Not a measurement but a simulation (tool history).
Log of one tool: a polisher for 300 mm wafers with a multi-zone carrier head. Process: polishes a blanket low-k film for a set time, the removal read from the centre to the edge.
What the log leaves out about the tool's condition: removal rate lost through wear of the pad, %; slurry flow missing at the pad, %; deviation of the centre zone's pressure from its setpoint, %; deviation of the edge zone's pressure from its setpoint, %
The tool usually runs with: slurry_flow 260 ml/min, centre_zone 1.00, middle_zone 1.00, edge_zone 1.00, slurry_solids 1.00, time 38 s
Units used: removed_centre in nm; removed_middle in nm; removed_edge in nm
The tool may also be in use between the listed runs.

run    hour  slurry_flow  centre_zone  middle_zone  edge_zone  slurry_solids  time  wafers since the last listed run  wafers polished on this pad  hours since the slurry nozzle was cleaned  hours since the centre zone pressure was calibrated  hours since the edge zone pressure was calibrated  hours since the carrier head's membrane was replaced  incoming thickness of the incoming film, nm  removed_centre  removed_middle  removed_edge
  1     0.0          260         1.00         0.91       1.00           1.00    38                                 0                         2060                                      810.6                                                103.9                                              914.0                                                  25.8                                        510.4             9.9             9.3           9.9
  2    54.7          260         1.00         0.91       1.00           1.00    38                               807                         2867                                      865.3                                                158.6                                              968.7                                                  80.5                                        513.3             9.6             9.2          10.0
       67.6  -- slurry nozzle cleaned
  3   117.9          205         0.96         1.00       1.00           1.00    38                               917                         3785                                       50.3                                                221.8                                             1031.9                                                 143.7                                        509.9             8.7             9.7           9.5
  4   163.6          260         0.91         1.00       1.11           1.00    38                               674                         4459                                       96.0                                                267.5                                             1077.6                                                 189.4                                        506.5             8.4             9.9          10.4
      169.3  -- worn pad replaced by a new one
  5   194.9          320         1.00         0.93       1.00           1.00    38                               402                          378                                      127.3                                                298.8                                             1108.9                                                 220.7                                        504.7            10.2            10.1          10.5
  6   242.2          260         0.92         1.00       1.10           1.00    50                               697                         1076                                      174.6                                                346.1                                             1156.2                                                 268.0                                        507.1            11.7            13.5          13.5
  7   303.1          260         1.00         1.00       1.00           1.00    38                               898                         1975                                      235.5                                                407.0                                             1217.1                                                 328.9                                        499.3             9.5            10.1          10.0
  8   360.6          260         1.00         1.03       1.00           1.20    38                               848                         2823                                      293.0                                                464.5                                             1274.6                                                 386.4                                        503.9            10.7            11.0          10.9
      430.1  -- centre zone pressure recalibrated
  9   430.6          260         1.00         1.06       1.05           1.10    34                              1003                         3826                                      363.0                                                  0.5                                             1344.6                                                 456.4                                        513.9             9.0             9.6           9.4
 10   474.1          260         0.91         0.95       1.00           1.30    33                               641                         4468                                      406.5                                                 44.0                                             1388.1                                                 499.9                                        514.0             8.4             9.3           9.9
      483.2  -- carrier head's membrane replaced by a new one
 11   533.3          260         1.00         1.00       1.00           1.00    38                               799                         5268                                      465.7                                                103.2                                             1447.3                                                  50.1                                        517.3             9.5             9.7           9.9
 12   572.4          260         1.00         0.95       0.95           1.15    26                               576                         5845                                      504.8                                                142.3                                             1486.4                                                  89.2                                        508.4             6.8             6.9           7.0
      581.6  -- worn pad replaced by a new one
 13   632.8          260         1.00         1.08       1.00           1.00    26                               832                          756                                      565.2                                                202.7                                             1546.8                                                 149.6                                        504.7             6.9             7.3           7.0
      641.4  -- edge zone pressure recalibrated
 14   675.4          260         1.00         1.00       1.00           1.00    29                               599                         1355                                      607.8                                                245.3                                               34.0                                                 192.2                                        516.4             7.5             7.9           7.7
 15   733.2          260         1.00         0.89       1.00           1.10    38                               852                         2208                                      665.6                                                303.1                                               91.8                                                 250.0                                        504.8            10.2             9.9          10.8
 16   793.6          340         1.00         1.10       1.00           1.00    38                               891                         3099                                      726.0                                                363.5                                              152.2                                                 310.4                                        508.5             9.6            10.7          10.0
 17   826.5          335         1.00         1.00       1.00           1.00    33                               485                         3585                                      758.9                                                396.4                                              185.1                                                 343.3                                        518.7             8.6             9.0           8.8
 18   889.4          260         1.00         1.07       1.00           1.00    38                               928                         4513                                      821.8                                                459.3                                              248.0                                                 406.2                                        512.4             9.9            10.3           9.7
      895.8  -- slurry nozzle cleaned
      933.6  -- worn pad replaced by a new one
 19   942.5          260         1.00         1.00       1.06           1.20    38                               709                          131                                       46.7                                                512.4                                              301.1                                                 459.3                                        519.0            11.1            11.4          11.8
      984.5  -- carrier head's membrane replaced by a new one
      988.2  -- centre zone pressure recalibrated
 20   993.5          315         1.12         1.00       1.08           0.80    38                               649                          781                                       97.7                                                  5.3                                              352.1                                                   9.0                                        507.7            10.2             9.0           9.3
 21  1060.1          260         1.00         1.00       1.00           1.00    38                               982                         1763                                      164.3                                                 71.9                                              418.7                                                  75.6                                        502.9             9.5             9.7           9.9

Predict each of these 4 candidate next runs independently; none follows another, all start after run 21:
  A  1060.5          260         1.00         1.00       1.00           1.00    38                                 5                         1769                                      164.7                                                 72.3                                              419.1                                                  76.0                                        506.2               ?               ?             ?
  B  1060.5          260         1.07         1.00       1.00           1.00    51                                 5                         1769                                      164.7                                                 72.3                                              419.1                                                  76.0                                        506.2               ?               ?             ?
  C  1060.5          260         1.00         1.00       1.00           1.00    47                                 5                         1769                                      164.7                                                 72.3                                              419.1                                                  76.0                                        506.2               ?               ?             ?
  D  1060.5          260         0.88         1.00       1.00           1.00    38                                 5                         1769                                      164.7                                                 72.3                                              419.1                                                  76.0                                        506.2               ?               ?             ?

run  removed_centre  removed_middle  removed_edge
  A             9.5            10.0           9.9
  B            13.9            13.4          13.3
  C            11.8            12.3          12.3
  D             8.1            10.0           9.9
What these runs would have given with no unlogged condition in the tool:
run  removed_centre  removed_middle  removed_edge
  A            10.2            10.7          10.7
  B            15.0            14.4          14.3
  C            12.7            13.2          13.2
  D             8.7            10.7          10.7
